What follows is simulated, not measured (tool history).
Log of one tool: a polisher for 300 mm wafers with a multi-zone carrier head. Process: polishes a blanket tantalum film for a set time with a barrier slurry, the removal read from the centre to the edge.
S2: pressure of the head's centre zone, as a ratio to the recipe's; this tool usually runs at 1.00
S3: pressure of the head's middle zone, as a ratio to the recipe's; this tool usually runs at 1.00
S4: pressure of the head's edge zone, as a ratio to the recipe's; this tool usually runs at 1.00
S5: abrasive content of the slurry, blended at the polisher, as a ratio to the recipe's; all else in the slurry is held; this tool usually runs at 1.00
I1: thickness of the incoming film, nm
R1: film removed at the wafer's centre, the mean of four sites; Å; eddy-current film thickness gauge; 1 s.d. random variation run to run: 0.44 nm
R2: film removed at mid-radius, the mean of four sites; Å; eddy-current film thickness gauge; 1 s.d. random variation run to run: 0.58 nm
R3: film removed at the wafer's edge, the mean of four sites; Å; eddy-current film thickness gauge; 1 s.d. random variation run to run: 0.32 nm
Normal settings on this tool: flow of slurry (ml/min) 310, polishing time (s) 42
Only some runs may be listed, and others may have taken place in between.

Run 1, hour 0.0: usual settings but S4 1.03; I1 270.9. Result: R1 448 Å, R2 494 Å, R3 489 Å.
At hour 33.1: centre zone pressure recalibrated.
At hour 36.0: carrier head's membrane replaced by a new one.
Run 2, hour 36.5: usual settings but S5 1.30, polishing time (s) 55; I1 270.5. Result: R1 709 Å, R2 684 Å, R3 676 Å.
Run 3, hour 50.8: usual settings but flow of slurry (ml/min) 205, S2 0.95, polishing time (s) 31; I1 271.0. Result: R1 329 Å, R2 347 Å, R3 339 Å.
Run 4, hour 64.3: usual settings; I1 269.1. Result: R1 497 Å, R2 488 Å, R3 482 Å.
Run 5, hour 82.4: usual settings but flow of slurry (ml/min) 270, S3 0.95; I1 272.3. Result: R1 488 Å, R2 467 Å, R3 471 Å.
Run 6, hour 115.2: usual settings but flow of slurry (ml/min) 240, S2 1.08, S4 0.93, polishing time (s) 49; I1 268.9. Result: R1 594 Å, R2 545 Å, R3 528 Å.
Run 7, hour 132.7: usual settings; I1 272.4. Result: R1 501 Å, R2 492 Å, R3 482 Å.
At hour 137.0: worn pad replaced by a new one.
Run 8, hour 151.9: usual settings but S4 0.95, polishing time (s) 30; I1 265.5. Result: R1 351 Å, R2 351 Å, R3 331 Å.
Run 9, hour 186.6: usual settings but flow of slurry (ml/min) 245, S4 1.09, S5 1.25; I1 271.7. Result: R1 500 Å, R2 508 Å, R3 509 Å.
Run 10, hour 211.1: usual settings; I1 270.0. Result: R1 491 Å, R2 493 Å, R3 475 Å.
Run 11, hour 243.8: usual settings but flow of slurry (ml/min) 260; I1 271.1. Result: R1 473 Å, R2 472 Å, R3 465 Å.
Run 12, hour 275.6: usual settings but S2 1.11; I1 270.8. Result: R1 517 Å, R2 478 Å, R3 477 Å.
Run 13, hour 288.7: usual settings but flow of slurry (ml/min) 380, S2 1.09, S3 1.07, S5 1.15; I1 269.0. Result: R1 548 Å, R2 543 Å, R3 501 Å.
At hour 300.8: edge zone pressure recalibrated.
Run 14, hour 316.1: usual settings; I1 265.4. Result: R1 474 Å, R2 479 Å, R3 472 Å.
At hour 343.5: worn pad replaced by a new one.
Run 15, hour 349.7: usual settings but flow of slurry (ml/min) 405, S2 0.95, S3 0.91, S4 1.08; I1 272.1. Result: R1 469 Å, R2 451 Å, R3 490 Å.
Run 16, hour 384.3: usual settings but S2 0.89, S5 0.75; I1 266.3. Result: R1 395 Å, R2 436 Å, R3 424 Å.
Run 17, hour 400.7: usual settings but S5 1.10; I1 268.7. Result: R1 478 Å, R2 482 Å, R3 474 Å.
At hour 427.8: slurry nozzle cleaned.
Run 18, hour 429.8: usual settings; I1 269.3. Result: R1 489 Å, R2 503 Å, R3 483 Å.
Run 19, hour 454.1: usual settings; I1 272.0. Result: R1 490 Å, R2 493 Å, R3 483 Å.
Run 20, hour 487.8: usual settings; I1 268.2. Result: R1 493 Å, R2 486 Å, R3 482 Å.
Run 21, hour 523.1: usual settings but flow of slurry (ml/min) 215, S2 0.92, S3 0.93; I1 268.2. Result: R1 436 Å, R2 453 Å, R3 464 Å.
At hour 546.3: carrier head's membrane replaced by a new one.
Run 22, hour 546.8: usual settings; I1 270.4. Result: R1 481 Å, R2 497 Å, R3 479 Å.

4 ways to go on from here, each from the tool as it stands after run 22. What would each give?
Run A, hour 547.2: usual settings but S5 0.85; I1 271.1. Result: R1 ?, R2 ?, R3 ?.
Run B, hour 547.2: usual settings but flow of slurry (ml/min) 255, S5 0.75, polishing time (s) 52; I1 271.1. Result: R1 ?, R2 ?, R3 ?.
Run C, hour 547.2: usual settings but polishing time (s) 48; I1 271.1. Result: R1 ?, R2 ?, R3 ?.
Run D, hour 547.2: usual settings but flow of slurry (ml/min) 225, S2 0.92; I1 271.1. Result: R1 ?, R2 ?, R3 ?.

run   R1   R2   R3
  A  465  467  456
  B  539  543  534
  C  557  559  546
  D  439  470  463
Had the tool no hidden state, the same runs would have come out as:
run   R1   R2   R3
  A  480  469  458
  B  558  546  536
  C  575  562  548
  D  455  473  466

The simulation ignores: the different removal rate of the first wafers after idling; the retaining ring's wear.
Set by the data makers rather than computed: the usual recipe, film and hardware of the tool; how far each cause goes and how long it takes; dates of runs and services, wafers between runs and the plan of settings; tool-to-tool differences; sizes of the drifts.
